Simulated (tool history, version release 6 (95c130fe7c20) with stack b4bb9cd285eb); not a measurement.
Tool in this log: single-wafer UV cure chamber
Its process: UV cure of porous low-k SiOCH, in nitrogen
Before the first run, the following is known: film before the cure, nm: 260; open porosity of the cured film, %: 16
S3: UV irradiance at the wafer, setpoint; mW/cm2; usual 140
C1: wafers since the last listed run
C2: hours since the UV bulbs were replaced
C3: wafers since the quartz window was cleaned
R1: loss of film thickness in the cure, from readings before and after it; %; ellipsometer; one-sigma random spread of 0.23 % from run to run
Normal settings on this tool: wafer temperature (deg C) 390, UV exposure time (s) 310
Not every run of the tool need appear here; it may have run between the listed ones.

{"run": 1, "hour": 0.0, "wafer temperature (deg C)": 390, "UV exposure time (s)": 310, "S3": 140, "C1": 0, "C2": 2082.9, "C3": 355, "R1": 12.935}
{"run": 2, "hour": 35.3, "wafer temperature (deg C)": 390, "UV exposure time (s)": 310, "S3": 140, "C1": 234, "C2": 2118.2, "C3": 590, "R1": 12.496}
{"run": 3, "hour": 62.2, "wafer temperature (deg C)": 390, "UV exposure time (s)": 310, "S3": 140, "C1": 179, "C2": 2145.1, "C3": 769, "R1": 12.782}
{"run": 4, "hour": 115.0, "wafer temperature (deg C)": 390, "UV exposure time (s)": 310, "S3": 140, "C1": 351, "C2": 2197.9, "C3": 1121, "R1": 12.686}
{"run": 5, "hour": 161.0, "wafer temperature (deg C)": 390, "UV exposure time (s)": 310, "S3": 140, "C1": 306, "C2": 2243.9, "C3": 1427, "R1": 12.431}
{"run": 6, "hour": 185.5, "wafer temperature (deg C)": 390, "UV exposure time (s)": 310, "S3": 140, "C1": 163, "C2": 2268.4, "C3": 1590, "R1": 12.311}
{"run": 7, "hour": 214.0, "wafer temperature (deg C)": 390, "UV exposure time (s)": 310, "S3": 140, "C1": 189, "C2": 2296.9, "C3": 1780, "R1": 12.648}
{"run": 8, "hour": 391.9, "wafer temperature (deg C)": 399, "UV exposure time (s)": 310, "S3": 140, "C1": 1184, "C2": 2474.8, "C3": 2964, "R1": 12.597}
{"run": 9, "hour": 463.4, "wafer temperature (deg C)": 399, "UV exposure time (s)": 310, "S3": 140, "C1": 475, "C2": 2546.3, "C3": 3440, "R1": 12.148}
{"run": 10, "hour": 494.0, "wafer temperature (deg C)": 399, "UV exposure time (s)": 310, "S3": 140, "C1": 203, "C2": 2576.9, "C3": 3643, "R1": 12.103}
{"hour": 521.1, "done": "UV bulbs replaced"}
{"run": 11, "hour": 521.6, "wafer temperature (deg C)": 390, "UV exposure time (s)": 310, "S3": 140, "C1": 130, "C2": 0.5, "C3": 3774, "R1": 11.977}
{"hour": 561.8, "done": "quartz window cleaned"}
{"run": 12, "hour": 592.6, "wafer temperature (deg C)": 390, "UV exposure time (s)": 310, "S3": 140, "C1": 419, "C2": 71.5, "C3": 204, "R1": 12.593}
{"run": 13, "hour": 617.0, "wafer temperature (deg C)": 390, "UV exposure time (s)": 310, "S3": 140, "C1": 162, "C2": 95.9, "C3": 367, "R1": 12.618}
{"run": 14, "hour": 680.1, "wafer temperature (deg C)": 390, "UV exposure time (s)": 310, "S3": 140, "C1": 420, "C2": 159, "C3": 787, "R1": 12.334}
{"run": 15, "hour": 723.5, "wafer temperature (deg C)": 390, "UV exposure time (s)": 310, "S3": 124, "C1": 288, "C2": 202.4, "C3": 1076, "R1": 11.912}
{"run": 16, "hour": 780.4, "wafer temperature (deg C)": 390, "UV exposure time (s)": 310, "S3": 140, "C1": 378, "C2": 259.3, "C3": 1455, "R1": 12.548}
{"run": 17, "hour": 824.5, "wafer temperature (deg C)": 390, "UV exposure time (s)": 310, "S3": 140, "C1": 293, "C2": 303.4, "C3": 1748, "R1": 12.531}
{"run": 18, "hour": 855.5, "wafer temperature (deg C)": 390, "UV exposure time (s)": 310, "S3": 140, "C1": 206, "C2": 334.4, "C3": 1954, "R1": 12.115}
{"run": 19, "hour": 881.3, "wafer temperature (deg C)": 380, "UV exposure time (s)": 310, "S3": 178, "C1": 171, "C2": 360.2, "C3": 2126, "R1": 13.442}
{"run": 20, "hour": 915.4, "wafer temperature (deg C)": 390, "UV exposure time (s)": 365, "S3": 140, "C1": 226, "C2": 394.3, "C3": 2353, "R1": 13.221}
{"run": 21, "hour": 956.3, "wafer temperature (deg C)": 405, "UV exposure time (s)": 170, "S3": 168, "C1": 272, "C2": 435.2, "C3": 2625, "R1": 11.04}
{"hour": 1104.8, "done": "quartz window cleaned"}
{"run": 22, "hour": 1113.4, "wafer temperature (deg C)": 385, "UV exposure time (s)": 310, "S3": 115, "C1": 992, "C2": 592.3, "C3": 57, "R1": 11.867}
{"run": 23, "hour": 1177.1, "wafer temperature (deg C)": 390, "UV exposure time (s)": 310, "S3": 140, "C1": 424, "C2": 656, "C3": 481, "R1": 12.455}
{"run": 24, "hour": 1209.7, "wafer temperature (deg C)": 390, "UV exposure time (s)": 310, "S3": 140, "C1": 216, "C2": 688.6, "C3": 698, "R1": 12.861}
{"run": 25, "hour": 1265.5, "wafer temperature (deg C)": 380, "UV exposure time (s)": 310, "S3": 178, "C1": 371, "C2": 744.4, "C3": 1069, "R1": 13.053}
{"run": 26, "hour": 1306.3, "wafer temperature (deg C)": 383, "UV exposure time (s)": 170, "S3": 174, "C1": 271, "C2": 785.2, "C3": 1341, "R1": 10.821}
{"run": 27, "hour": 1342.9, "wafer temperature (deg C)": 390, "UV exposure time (s)": 310, "S3": 140, "C1": 243, "C2": 821.8, "C3": 1584, "R1": 12.259}
{"run": 28, "hour": 1384.1, "wafer temperature (deg C)": 390, "UV exposure time (s)": 310, "S3": 140, "C1": 274, "C2": 863, "C3": 1858, "R1": 12.233}
{"run": 29, "hour": 1422.5, "wafer temperature (deg C)": 390, "UV exposure time (s)": 310, "S3": 140, "C1": 255, "C2": 901.4, "C3": 2114, "R1": 11.891}
{"run": 30, "hour": 1485.8, "wafer temperature (deg C)": 390, "UV exposure time (s)": 310, "S3": 140, "C1": 421, "C2": 964.7, "C3": 2535, "R1": 12.407}

Predict the results of run 31:
{"run": 31, "hour": 1555.6, "wafer temperature (deg C)": 380, "UV exposure time (s)": 200, "S3": 140, "C1": 464, "C2": 1034.5, "C3": 3000, "R1": "?"}

Run 31 produced R1 9.993 %.
With the hidden condition absent and the run-to-run variation left alone, this run would have shown R1 10.608 %.
